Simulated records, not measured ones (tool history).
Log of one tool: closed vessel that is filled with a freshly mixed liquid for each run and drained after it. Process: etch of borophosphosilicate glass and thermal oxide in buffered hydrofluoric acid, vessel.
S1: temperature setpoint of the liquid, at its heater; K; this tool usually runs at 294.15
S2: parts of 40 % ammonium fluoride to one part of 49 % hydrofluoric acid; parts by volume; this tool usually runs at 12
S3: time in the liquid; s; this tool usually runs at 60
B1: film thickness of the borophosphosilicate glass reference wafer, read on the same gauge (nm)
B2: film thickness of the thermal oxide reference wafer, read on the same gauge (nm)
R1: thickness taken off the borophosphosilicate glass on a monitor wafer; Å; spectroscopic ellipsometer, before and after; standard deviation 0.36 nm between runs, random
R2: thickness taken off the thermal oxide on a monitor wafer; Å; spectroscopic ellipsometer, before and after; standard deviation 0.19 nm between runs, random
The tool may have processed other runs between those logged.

run,hour,S1,S2,S3,B1,B2,R1,R2
1,0,294.15,12,60,122.38,71.33,803.1,497
2,32.8,294.15,12,60,122.55,71.48,802.7,497
3,46.3,294.15,12,60,122.6,71.56,800,498.6
4,153.2,292.65,12,40,123.07,71.81,494.7,306.7
5,177.6,294.15,12,60,123.15,71.81,810.4,504.6
6,211.4,294.15,12,60,123.21,71.92,810.5,499.5
7,239.6,294.15,13.5,60,123.27,71.94,724.7,446.7
8,256.2,294.15,13.5,60,123.26,71.94,722.2,446.1
9,285.1,294.15,12,60,123.37,71.97,807.7,499.2
10,301.7,294.15,10,60,123.38,71.98,966.5,597.1
11,326.1,294.15,12,60,123.45,72.01,819.4,500.6
12,352.7,294.15,12,60,123.46,72,810.4,500.6
13,378.8,290.15,17,80,123.55,72.04,613.8,378.5
14,400.6,292.65,12,60,123.5,72.04,751.4,460
15,431.8,294.15,12,90,123.6,72.06,1219.6,755.4
16,458.2,294.15,12,60,123.64,72.13,811.4,502.3
17,470.7,294.15,12,60,123.58,72.12,812.8,504
18,504.3,297.65,12,30,120.84,70.47,479.8,297.7
19,525.1,294.15,12,60,121.14,70.65,793.7,492
20,540,297.15,12,45,121.29,70.76,705.8,436.5
21,569.5,290.15,10,70,121.71,70.98,891.1,553
22,600.4,292.65,16,95,121.97,71.15,876.2,547.5
23,628.2,294.15,12,60,122.23,71.29,801.1,498.7
24,659.8,298.65,12,90,122.43,71.44,1544.5,955.4
25,730,292.15,16.5,40,122.93,71.68,352.7,217.1
26,832.9,294.15,16,40,123.41,71.92,406.4,251.7

Missing from the log above: 3 entries noted between runs. For each, name the pair of listed runs it sits between and say how the tool's hidden condition differs from the listed run just before to the listed run just after:
Run 4 -> run 5: hydrofluoric acid flow meter replaced (hour 170.5)
  gauge reads high (%): 2.54 -> 2.61
  measured less the result without the state, R1: +12.3 -> +20.6 Å; R2: +7.6 -> +12.8 Å
Run 17 -> run 18: gauge calibrated (hour 481.7)
  gauge reads high (%): 3.01 -> 0.72
  measured less the result without the state, R1: +23.7 -> +3.5 Å; R2: +14.7 -> +2.2 Å
Run 18 -> run 19: thermometer replaced (hour 520.8)
  gauge reads high (%): 0.72 -> 0.95
  measured less the result without the state, R1: +3.5 -> +7.4 Å; R2: +2.2 -> +4.6 Å
